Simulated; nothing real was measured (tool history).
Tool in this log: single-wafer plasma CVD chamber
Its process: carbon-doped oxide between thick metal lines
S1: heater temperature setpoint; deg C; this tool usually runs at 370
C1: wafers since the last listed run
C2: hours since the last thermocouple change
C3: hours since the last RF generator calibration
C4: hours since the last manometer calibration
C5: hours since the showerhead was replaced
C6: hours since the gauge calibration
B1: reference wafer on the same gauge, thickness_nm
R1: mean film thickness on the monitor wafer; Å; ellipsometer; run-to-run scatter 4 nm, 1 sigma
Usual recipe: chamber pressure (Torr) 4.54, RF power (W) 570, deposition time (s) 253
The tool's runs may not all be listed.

{"run": 1, "hour": 0.0, "S1": 370, "chamber pressure (Torr)": 4.54, "RF power (W)": 570, "deposition time (s)": 231, "C1": 0, "C2": 1083.2, "C3": 378, "C4": 524.7, "C5": 5111.1, "C6": 155.4, "B1": 1469.528, "R1": 11692.48}
{"run": 2, "hour": 122.0, "S1": 370, "chamber pressure (Torr)": 4.54, "RF power (W)": 570, "deposition time (s)": 231, "C1": 888, "C2": 1205.2, "C3": 500, "C4": 646.7, "C5": 5233.1, "C6": 277.4, "B1": 1469.647, "R1": 11665.36}
{"run": 3, "hour": 236.2, "S1": 370, "chamber pressure (Torr)": 4.54, "RF power (W)": 570, "deposition time (s)": 231, "C1": 831, "C2": 1319.4, "C3": 614.2, "C4": 760.9, "C5": 5347.3, "C6": 391.6, "B1": 1470.482, "R1": 11696.94}
{"run": 4, "hour": 330.4, "S1": 370, "chamber pressure (Torr)": 4.54, "RF power (W)": 570, "deposition time (s)": 253, "C1": 685, "C2": 1413.6, "C3": 708.4, "C4": 855.1, "C5": 5441.5, "C6": 485.8, "B1": 1469.558, "R1": 12721.86}
{"hour": 429.5, "done": "capacitance manometer re-zeroed and calibrated"}
{"run": 5, "hour": 430.0, "S1": 370, "chamber pressure (Torr)": 4.54, "RF power (W)": 570, "deposition time (s)": 253, "C1": 666, "C2": 1513.2, "C3": 808, "C4": 0.5, "C5": 5541.1, "C6": 585.4, "B1": 1469.319, "R1": 12785.45}
{"run": 6, "hour": 479.6, "S1": 370, "chamber pressure (Torr)": 4.54, "RF power (W)": 570, "deposition time (s)": 253, "C1": 361, "C2": 1562.8, "C3": 857.6, "C4": 50.1, "C5": 5590.7, "C6": 635, "B1": 1470.087, "R1": 12679.95}
{"hour": 536.4, "done": "thermocouple changed; heater temperature recalibrated"}
{"run": 7, "hour": 561.7, "S1": 370, "chamber pressure (Torr)": 4.54, "RF power (W)": 570, "deposition time (s)": 253, "C1": 539, "C2": 25.3, "C3": 939.7, "C4": 132.2, "C5": 5672.8, "C6": 717.1, "B1": 1469.894, "R1": 12456.13}
{"run": 8, "hour": 667.4, "S1": 370, "chamber pressure (Torr)": 4.54, "RF power (W)": 570, "deposition time (s)": 253, "C1": 769, "C2": 131, "C3": 1045.4, "C4": 237.9, "C5": 5778.5, "C6": 822.8, "B1": 1470.008, "R1": 12393.39}
{"run": 9, "hour": 720.6, "S1": 370, "chamber pressure (Torr)": 4.54, "RF power (W)": 570, "deposition time (s)": 253, "C1": 387, "C2": 184.2, "C3": 1098.6, "C4": 291.1, "C5": 5831.7, "C6": 876, "B1": 1470.336, "R1": 12399.95}
{"hour": 743.9, "done": "showerhead replaced"}
{"run": 10, "hour": 810.7, "S1": 370, "chamber pressure (Torr)": 4.54, "RF power (W)": 570, "deposition time (s)": 253, "C1": 597, "C2": 274.3, "C3": 1188.7, "C4": 381.2, "C5": 66.8, "C6": 966.1, "B1": 1469.898, "R1": 12361.38}
{"hour": 837.4, "done": "RF generator calibrated"}
{"run": 11, "hour": 865.8, "S1": 379, "chamber pressure (Torr)": 3.52, "RF power (W)": 480, "deposition time (s)": 219, "C1": 342, "C2": 329.4, "C3": 28.4, "C4": 436.3, "C5": 121.9, "C6": 1021.2, "B1": 1469.81, "R1": 9523.54}
{"run": 12, "hour": 923.4, "S1": 370, "chamber pressure (Torr)": 4.14, "RF power (W)": 610, "deposition time (s)": 253, "C1": 419, "C2": 387, "C3": 86, "C4": 493.9, "C5": 179.5, "C6": 1078.8, "B1": 1469.449, "R1": 13045.56}
{"run": 13, "hour": 993.8, "S1": 363, "chamber pressure (Torr)": 5.5, "RF power (W)": 535, "deposition time (s)": 253, "C1": 512, "C2": 457.4, "C3": 156.4, "C4": 564.3, "C5": 249.9, "C6": 1149.2, "B1": 1469.389, "R1": 13158.74}
{"run": 14, "hour": 1050.4, "S1": 357, "chamber pressure (Torr)": 3.73, "RF power (W)": 525, "deposition time (s)": 272, "C1": 412, "C2": 514, "C3": 213, "C4": 620.9, "C5": 306.5, "C6": 1205.8, "B1": 1469.872, "R1": 13299.23}
{"run": 15, "hour": 1134.8, "S1": 370, "chamber pressure (Torr)": 4.54, "RF power (W)": 660, "deposition time (s)": 289, "C1": 614, "C2": 598.4, "C3": 297.4, "C4": 705.3, "C5": 390.9, "C6": 1290.2, "B1": 1470.012, "R1": 15844.73}
{"hour": 1136.5, "done": "gauge calibrated"}
{"run": 16, "hour": 1184.8, "S1": 383, "chamber pressure (Torr)": 4.54, "RF power (W)": 465, "deposition time (s)": 253, "C1": 364, "C2": 648.4, "C3": 347.4, "C4": 755.3, "C5": 440.9, "C6": 48.3, "B1": 1470.435, "R1": 11206.11}
{"run": 17, "hour": 1292.3, "S1": 365, "chamber pressure (Torr)": 4.54, "RF power (W)": 570, "deposition time (s)": 231, "C1": 782, "C2": 755.9, "C3": 454.9, "C4": 862.8, "C5": 548.4, "C6": 155.8, "B1": 1470.041, "R1": 11886.65}
{"run": 18, "hour": 1337.1, "S1": 370, "chamber pressure (Torr)": 4.54, "RF power (W)": 570, "deposition time (s)": 300, "C1": 326, "C2": 800.7, "C3": 499.7, "C4": 907.6, "C5": 593.2, "C6": 200.6, "B1": 1469.49, "R1": 15172.93}
{"hour": 1353.6, "done": "capacitance manometer re-zeroed and calibrated"}
{"run": 19, "hour": 1426.9, "S1": 370, "chamber pressure (Torr)": 4.54, "RF power (W)": 570, "deposition time (s)": 253, "C1": 595, "C2": 890.5, "C3": 589.5, "C4": 73.3, "C5": 683, "C6": 290.4, "B1": 1470.252, "R1": 12861.25}

Forecast each of these 4 alternatives for the next run:
{"run": "A", "hour": 1427.4, "S1": 370, "chamber pressure (Torr)": 4.54, "RF power (W)": 570, "deposition time (s)": 253, "C1": 3, "C2": 891, "C3": 590, "C4": 73.8, "C5": 683.5, "C6": 290.9, "B1": "?", "R1": "?"}
{"run": "B", "hour": 1427.4, "S1": 370, "chamber pressure (Torr)": 4.54, "RF power (W)": 520, "deposition time (s)": 292, "C1": 3, "C2": 891, "C3": 590, "C4": 73.8, "C5": 683.5, "C6": 290.9, "B1": "?", "R1": "?"}
{"run": "C", "hour": 1427.4, "S1": 366, "chamber pressure (Torr)": 3.63, "RF power (W)": 570, "deposition time (s)": 211, "C1": 3, "C2": 891, "C3": 590, "C4": 73.8, "C5": 683.5, "C6": 290.9, "B1": "?", "R1": "?"}
{"run": "D", "hour": 1427.4, "S1": 376, "chamber pressure (Torr)": 4.54, "RF power (W)": 570, "deposition time (s)": 253, "C1": 3, "C2": 891, "C3": 590, "C4": 73.8, "C5": 683.5, "C6": 290.9, "B1": "?", "R1": "?"}

run=A B1=1470.076 R1=12782.53
run=B B1=1470.076 R1=14063.93
run=C B1=1470.076 R1=10327.49
run=D B1=1470.076 R1=12597.42
What these runs would have given with no unlogged condition in the tool:
run=A R1=12743.66
run=B R1=14024.63
run=C R1=10294.5
run=D R1=12570.91
